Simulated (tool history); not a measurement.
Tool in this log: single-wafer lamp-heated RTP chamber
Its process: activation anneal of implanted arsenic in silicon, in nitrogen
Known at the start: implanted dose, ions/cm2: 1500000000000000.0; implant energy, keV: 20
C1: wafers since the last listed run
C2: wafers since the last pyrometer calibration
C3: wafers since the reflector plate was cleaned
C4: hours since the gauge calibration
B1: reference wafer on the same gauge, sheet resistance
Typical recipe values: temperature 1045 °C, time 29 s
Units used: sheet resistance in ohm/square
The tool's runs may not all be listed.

run 1 hour=0 | temperature=1045 time=29 | C1=0 C2=2458 C3=64 C4=274.8 | B1=77.56 | sheet_resistance=93.37
run 2 hour=67.7 | temperature=1045 time=29 | C1=962 C2=3420 C3=1027 C4=342.5 | B1=77.56 | sheet_resistance=92.93
run 3 hour=98.6 | temperature=1045 time=29 | C1=439 C2=3859 C3=1466 C4=373.4 | B1=77.6 | sheet_resistance=92.3
run 4 hour=141.3 | temperature=1045 time=19 | C1=606 C2=4466 C3=2073 C4=416.1 | B1=77.48 | sheet_resistance=97.91
run 5 hour=192 | temperature=1045 time=19 | C1=720 C2=5187 C3=2794 C4=466.8 | B1=77.58 | sheet_resistance=97.54
-- hour=205.7 pyrometer window cleaned and pyrometer calibrated
run 6 hour=223.9 | temperature=1045 time=19 | C1=339 C2=258 C3=3133 C4=498.7 | B1=77.46 | sheet_resistance=98.34
-- hour=236.4 gauge calibrated
run 7 hour=279.3 | temperature=1045 time=29 | C1=787 C2=1045 C3=3921 C4=42.9 | B1=77.66 | sheet_resistance=92.41
run 8 hour=347.7 | temperature=1055 time=29 | C1=972 C2=2018 C3=4893 C4=111.3 | B1=77.56 | sheet_resistance=88.79
-- hour=372.1 reflector plate cleaned
run 9 hour=392 | temperature=1045 time=13 | C1=516 C2=2534 C3=283 C4=155.6 | B1=77.58 | sheet_resistance=104.16
run 10 hour=422.6 | temperature=1021 time=39 | C1=434 C2=2969 C3=718 C4=186.2 | B1=77.6 | sheet_resistance=96.34
run 11 hour=487.5 | temperature=1045 time=21 | C1=922 C2=3891 C3=1640 C4=251.1 | B1=77.58 | sheet_resistance=97.06
run 12 hour=527.8 | temperature=1057 time=16 | C1=572 C2=4464 C3=2213 C4=291.4 | B1=77.68 | sheet_resistance=95.42
run 13 hour=573.8 | temperature=1045 time=29 | C1=653 C2=5118 C3=2867 C4=337.4 | B1=77.57 | sheet_resistance=91.63
-- hour=594.6 pyrometer window cleaned and pyrometer calibrated
run 14 hour=626.5 | temperature=1045 time=29 | C1=635 C2=453 C3=3503 C4=390.1 | B1=77.77 | sheet_resistance=93.17

What if the next run were any one of these 5? Each begins from the tool's condition after run 14:
run A hour=626.9 | temperature=1045 time=29 | C1=5 C2=459 C3=3508 C4=390.5 | B1=? | sheet_resistance=?
run B hour=626.9 | temperature=1064 time=22 | C1=5 C2=459 C3=3508 C4=390.5 | B1=? | sheet_resistance=?
run C hour=626.9 | temperature=1045 time=24 | C1=5 C2=459 C3=3508 C4=390.5 | B1=? | sheet_resistance=?
run D hour=626.9 | temperature=1055 time=17 | C1=5 C2=459 C3=3508 C4=390.5 | B1=? | sheet_resistance=?
run E hour=626.9 | temperature=1059 time=14 | C1=5 C2=459 C3=3508 C4=390.5 | B1=? | sheet_resistance=?

run=A B1=77.68 sheet_resistance=93.48
run=B B1=77.68 sheet_resistance=91.33
run=C B1=77.68 sheet_resistance=96.03
run=D B1=77.68 sheet_resistance=97.5
run=E B1=77.68 sheet_resistance=98.87
With no hidden state in the tool, these same runs would have given:
run=A sheet_resistance=95.97
run=B sheet_resistance=93.66
run=C sheet_resistance=98.61
run=D sheet_resistance=100.08
run=E sheet_resistance=101.44
